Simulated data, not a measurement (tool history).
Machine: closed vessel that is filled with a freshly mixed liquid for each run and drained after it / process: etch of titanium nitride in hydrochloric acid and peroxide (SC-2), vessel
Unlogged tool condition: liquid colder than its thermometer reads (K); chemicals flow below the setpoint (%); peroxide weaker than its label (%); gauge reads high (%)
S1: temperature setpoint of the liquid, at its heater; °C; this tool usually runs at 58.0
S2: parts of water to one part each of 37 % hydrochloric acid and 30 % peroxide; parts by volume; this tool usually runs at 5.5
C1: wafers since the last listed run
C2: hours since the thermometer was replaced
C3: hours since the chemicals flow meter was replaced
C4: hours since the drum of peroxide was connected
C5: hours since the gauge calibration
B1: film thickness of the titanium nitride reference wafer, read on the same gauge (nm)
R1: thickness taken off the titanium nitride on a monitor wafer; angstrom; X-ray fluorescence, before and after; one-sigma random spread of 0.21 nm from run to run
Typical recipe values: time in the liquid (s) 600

{"run": 1, "hour": 0.0, "S1": 58.0, "S2": 5.5, "time in the liquid (s)": 600, "C1": 0, "C2": 537.4, "C3": 2592.2, "C4": 587.3, "C5": 75.1, "B1": 49.96, "R1": 385.2}
{"run": 2, "hour": 7.3, "S1": 58.0, "S2": 5.5, "time in the liquid (s)": 600, "C1": 541, "C2": 544.7, "C3": 2599.5, "C4": 594.6, "C5": 82.4, "B1": 50.02, "R1": 381.1}
{"run": 3, "hour": 13.3, "S1": 58.0, "S2": 5.5, "time in the liquid (s)": 600, "C1": 444, "C2": 550.7, "C3": 2605.5, "C4": 600.6, "C5": 88.4, "B1": 49.98, "R1": 380.4}
{"run": 4, "hour": 27.2, "S1": 58.0, "S2": 5.5, "time in the liquid (s)": 600, "C1": 1030, "C2": 564.6, "C3": 2619.4, "C4": 614.5, "C5": 102.3, "B1": 49.98, "R1": 382.2}
{"run": 5, "hour": 33.3, "S1": 64.5, "S2": 4.0, "time in the liquid (s)": 600, "C1": 452, "C2": 570.7, "C3": 2625.5, "C4": 620.6, "C5": 108.4, "B1": 50.04, "R1": 716.8}
{"run": 6, "hour": 49.5, "S1": 64.5, "S2": 4.0, "time in the liquid (s)": 600, "C1": 1200, "C2": 586.9, "C3": 2641.7, "C4": 636.8, "C5": 124.6, "B1": 50.02, "R1": 712.7}
{"run": 7, "hour": 61.9, "S1": 64.5, "S2": 4.0, "time in the liquid (s)": 600, "C1": 919, "C2": 599.3, "C3": 2654.1, "C4": 649.2, "C5": 137.0, "B1": 50.01, "R1": 708.6}
{"run": 8, "hour": 77.5, "S1": 58.0, "S2": 5.5, "time in the liquid (s)": 600, "C1": 1156, "C2": 614.9, "C3": 2669.7, "C4": 664.8, "C5": 152.6, "B1": 49.99, "R1": 373.4}
{"run": 9, "hour": 90.6, "S1": 58.0, "S2": 5.5, "time in the liquid (s)": 600, "C1": 971, "C2": 628.0, "C3": 2682.8, "C4": 677.9, "C5": 165.7, "B1": 49.98, "R1": 372.7}
{"hour": 106.8, "done": "chemicals flow meter replaced"}
{"run": 10, "hour": 107.3, "S1": 58.0, "S2": 6.5, "time in the liquid (s)": 600, "C1": 1163, "C2": 644.7, "C3": 0.5, "C4": 694.6, "C5": 182.4, "B1": 49.99, "R1": 330.3}
{"hour": 118.0, "done": "new drum of peroxide connected"}
{"run": 11, "hour": 123.4, "S1": 58.0, "S2": 5.5, "time in the liquid (s)": 600, "C1": 1119, "C2": 660.8, "C3": 16.6, "C4": 5.4, "C5": 198.5, "B1": 49.97, "R1": 371.3}
{"run": 12, "hour": 137.4, "S1": 58.0, "S2": 5.5, "time in the liquid (s)": 600, "C1": 1037, "C2": 674.8, "C3": 30.6, "C4": 19.4, "C5": 212.5, "B1": 50.05, "R1": 370.8}
{"hour": 146.0, "done": "gauge calibrated"}
{"run": 13, "hour": 146.9, "S1": 60.5, "S2": 5.5, "time in the liquid (s)": 600, "C1": 704, "C2": 684.3, "C3": 40.1, "C4": 28.9, "C5": 0.9, "B1": 50.03, "R1": 432.8}
{"run": 14, "hour": 154.5, "S1": 58.0, "S2": 5.5, "time in the liquid (s)": 600, "C1": 563, "C2": 691.9, "C3": 47.7, "C4": 36.5, "C5": 8.5, "B1": 49.98, "R1": 367.9}
{"hour": 159.1, "done": "thermometer replaced"}
{"run": 15, "hour": 167.8, "S1": 58.0, "S2": 5.5, "time in the liquid (s)": 600, "C1": 911, "C2": 8.7, "C3": 61.0, "C4": 49.8, "C5": 21.8, "B1": 49.95, "R1": 422.8}
{"run": 16, "hour": 180.5, "S1": 58.0, "S2": 5.5, "time in the liquid (s)": 905, "C1": 941, "C2": 21.4, "C3": 73.7, "C4": 62.5, "C5": 34.5, "B1": 49.99, "R1": 635.0}
{"run": 17, "hour": 187.8, "S1": 58.0, "S2": 5.5, "time in the liquid (s)": 600, "C1": 541, "C2": 28.7, "C3": 81.0, "C4": 69.8, "C5": 41.8, "B1": 49.98, "R1": 423.1}
{"run": 18, "hour": 196.2, "S1": 62.0, "S2": 7.0, "time in the liquid (s)": 495, "C1": 622, "C2": 37.1, "C3": 89.4, "C4": 78.2, "C5": 50.2, "B1": 50.0, "R1": 369.9}
{"run": 19, "hour": 203.8, "S1": 58.0, "S2": 5.5, "time in the liquid (s)": 445, "C1": 563, "C2": 44.7, "C3": 97.0, "C4": 85.8, "C5": 57.8, "B1": 49.98, "R1": 311.7}
{"run": 20, "hour": 211.7, "S1": 50.0, "S2": 6.5, "time in the liquid (s)": 885, "C1": 585, "C2": 52.6, "C3": 104.9, "C4": 93.7, "C5": 65.7, "B1": 50.02, "R1": 325.4}
{"run": 21, "hour": 220.5, "S1": 58.0, "S2": 5.5, "time in the liquid (s)": 600, "C1": 652, "C2": 61.4, "C3": 113.7, "C4": 102.5, "C5": 74.5, "B1": 49.99, "R1": 420.3}
{"run": 22, "hour": 230.5, "S1": 58.0, "S2": 4.5, "time in the liquid (s)": 705, "C1": 741, "C2": 71.4, "C3": 123.7, "C4": 112.5, "C5": 84.5, "B1": 49.98, "R1": 565.2}
{"run": 23, "hour": 239.6, "S1": 62.0, "S2": 5.5, "time in the liquid (s)": 500, "C1": 674, "C2": 80.5, "C3": 132.8, "C4": 121.6, "C5": 93.6, "B1": 50.0, "R1": 449.0}
{"run": 24, "hour": 252.0, "S1": 63.5, "S2": 5.5, "time in the liquid (s)": 940, "C1": 919, "C2": 92.9, "C3": 145.2, "C4": 134.0, "C5": 106.0, "B1": 50.0, "R1": 928.3}
{"run": 25, "hour": 281.9, "S1": 66.0, "S2": 7.5, "time in the liquid (s)": 245, "C1": 2216, "C2": 122.8, "C3": 175.1, "C4": 163.9, "C5": 135.9, "B1": 49.96, "R1": 218.1}
{"run": 26, "hour": 294.2, "S1": 48.5, "S2": 5.5, "time in the liquid (s)": 600, "C1": 911, "C2": 135.1, "C3": 187.4, "C4": 176.2, "C5": 148.2, "B1": 50.0, "R1": 222.9}
{"run": 27, "hour": 309.3, "S1": 61.0, "S2": 5.5, "time in the liquid (s)": 410, "C1": 1119, "C2": 150.2, "C3": 202.5, "C4": 191.3, "C5": 163.3, "B1": 49.96, "R1": 340.2}

Run by run, hidden condition taken away, random variation retained:
run=1 R1=432.6
run=2 R1=428.8
run=3 R1=428.6
run=4 R1=432.1
run=5 R1=807.5
run=6 R1=805.4
run=7 R1=802.7
run=8 R1=426.5
run=9 R1=427.0
run=10 R1=379.6
run=11 R1=428.5
run=12 R1=429.0
run=13 R1=500.9
run=14 R1=427.3
run=15 R1=427.7
run=16 R1=643.9
run=17 R1=429.9
run=18 R1=376.1
run=19 R1=317.7
run=20 R1=332.6
run=21 R1=430.0
run=22 R1=579.4
run=23 R1=460.8
run=24 R1=954.9
run=25 R1=225.6
run=26 R1=232.1
run=27 R1=354.3
